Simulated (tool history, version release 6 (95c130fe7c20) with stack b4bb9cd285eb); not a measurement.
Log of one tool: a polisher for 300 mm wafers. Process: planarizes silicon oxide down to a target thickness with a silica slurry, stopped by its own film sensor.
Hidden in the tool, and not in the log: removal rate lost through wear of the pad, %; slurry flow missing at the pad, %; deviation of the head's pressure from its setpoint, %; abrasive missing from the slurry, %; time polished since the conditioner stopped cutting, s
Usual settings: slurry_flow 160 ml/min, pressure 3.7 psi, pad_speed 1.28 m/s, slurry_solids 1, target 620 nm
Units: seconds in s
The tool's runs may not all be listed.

run     day  slurry_flow  pressure  pad_speed  slurry_solids  target  wafers since the last listed run  wafers polished on this pad  hours since the slurry nozzle was cleaned  hours since the head pressure was calibrated  hours since the slurry blender was calibrated  hours since the conditioning disc was replaced  incoming thickness of the incoming film, nm  seconds
  1       0          160       3.7       1.06              1     620                                 0                          968                                      251.3                                         386.9                                            6.6                                           222.6                                        929.7    113.7
  2   0.679          160       4.7       1.28              1     620                               179                         1147                                      267.6                                         403.2                                           22.9                                           238.9                                        926.5     79.7
  3    1.35          160       4.7       1.28              1     620                               176                         1324                                      283.7                                         419.3                                             39                                             255                                        911.3     78.4
      1.633  -- conditioning disc replaced and pad reconditioned
      1.729  -- worn pad replaced by a new one
  4   1.879          160       4.7       1.28              1     620                                92                           39                                      296.4                                           432                                           51.7                                             5.9                                          950     88.1
  5       3          160       3.7       1.28              1     620                               295                          335                                      323.3                                         458.9                                           78.6                                            32.8                                        939.7    109.1
  6   3.579          160       3.7       1.28              1     620                               152                          488                                      337.2                                         472.8                                           92.5                                            46.7                                        924.3    107.8
  7   4.738          160       3.7       1.28              1     656                               305                          793                                        365                                         500.6                                          120.3                                            74.5                                        930.4       97
      5.092  -- slurry nozzle cleaned
  8   5.496          160       3.7       1.28              1     656                               189                          982                                        9.7                                         518.8                                          138.5                                            92.7                                          910     91.9
  9   6.775          160       3.7       1.28              1     656                               337                         1320                                       40.4                                         549.5                                          169.2                                           123.4                                        928.8    100.4
      7.696  -- worn pad replaced by a new one
 10   8.271          180       3.7       1.28              1     620                               350                          151                                       76.3                                         585.4                                          205.1                                           159.3                                        942.5    130.4
      8.788  -- slurry blender recalibrated
 11   9.408          180       3.7       1.28              1     620                               278                          429                                      103.6                                         612.7                                           14.9                                           186.6                                        928.5    104.6
 12  10.712          160       3.7       1.28              1     620                               344                          773                                      134.9                                           644                                           46.2                                           217.9                                        940.8    112.7
     11.333  -- conditioning disc replaced and pad reconditioned
 13  12.096          160       3.7       1.28              1     620                               342                         1116                                      168.1                                         677.2                                           79.4                                            18.3                                        922.3    108.8
     13.421  -- worn pad replaced by a new one, of another model than before
     14.292  -- head pressure recalibrated
 14  16.267          160       3.7       1.28              1     620                              1034                          728                                      268.2                                          47.4                                          179.5                                           118.4                                        939.9    125.4
     16.846  -- slurry blender recalibrated
 15   17.55          140       3.7       1.12              1     620                               316                         1045                                        299                                          78.2                                           16.9                                           149.2                                        932.8    115.7
 16  18.725          160       3.7       1.28              1     656                               310                         1355                                      327.2                                         106.4                                           45.1                                           177.4                                        914.8     84.3
 17  19.367          160       4.2       0.86              1     684                               169                         1524                                      342.6                                         121.8                                           60.5                                           192.8                                        934.4    100.7
     19.762  -- worn pad replaced by a new one
       20.3  -- slurry nozzle cleaned
 18  20.617          160       3.7       1.28              1     523                               274                          214                                        7.6                                         151.8                                           90.5                                           222.8                                        924.5      143
 19    21.6          160       3.7       1.28              1     620                               259                          474                                       31.2                                         175.4                                          114.1                                           246.4                                        933.5    110.3
     22.171  -- conditioning disc replaced and pad reconditioned
 20  22.325          160       3.7       1.56            1.2     620                               169                          643                                       48.6                                         192.8                                          131.5                                             3.7                                        923.9     87.2
 21  23.662          160       4.7       1.54              1     541                               352                          996                                       80.7                                         224.9                                          163.6                                            35.8                                          914    102.9
 22  24.188          160       3.7       0.88              1     663                               138                         1134                                       93.3                                         237.5                                          176.2                                            48.4                                        940.1    133.8
       24.5  -- slurry blender recalibrated
 23  25.938          135       3.7        1.7            1.1     669                               439                         1574                                      135.3                                         279.5                                           34.5                                            90.4                                        946.3     76.1
     26.488  -- worn pad replaced by a new one
 24    26.7          160       3.7       1.28              1     620                               157                           56                                      153.6                                         297.8                                           52.8                                           108.7                                        935.2      107
 25  28.146          160       3.7       1.28              1     620                               381                          437                                      188.3                                         332.5                                           87.5                                           143.4                                        928.7    108.2
 26  29.075          160       3.7       1.28              1     661                               245                          682                                      210.6                                         354.8                                          109.8                                           165.7                                        926.7     97.3

Some steps in seconds between neighbouring runs. How much of each would the tool show without its hidden state too (settings, what came in, random variation), and how much is left for the hidden state, with any gauge scatter that isn't in both results?
Run 10 -> 11: slurry blender recalibrated. seconds -25.8 s: hidden state -20.2, all else -5.6.
Run 14 -> 15: slurry_flow 160 -> 140, pad_speed 1.28 -> 1.12, slurry blender recalibrated. seconds -9.7 s: hidden state -21.5, all else +11.8.
Run 17 -> 18: pressure 4.2 -> 3.7, pad_speed 0.86 -> 1.28, target 684 -> 523, worn pad replaced by a new one, slurry nozzle cleaned. seconds +42.3 s: hidden state +2.9, all else +39.4.
Run 22 -> 23: slurry_flow 160 -> 135, pad_speed 0.88 -> 1.7, slurry_solids 1 -> 1.1, target 663 -> 669, slurry blender recalibrated. seconds -57.7 s: hidden state -14.5, all else -43.2.

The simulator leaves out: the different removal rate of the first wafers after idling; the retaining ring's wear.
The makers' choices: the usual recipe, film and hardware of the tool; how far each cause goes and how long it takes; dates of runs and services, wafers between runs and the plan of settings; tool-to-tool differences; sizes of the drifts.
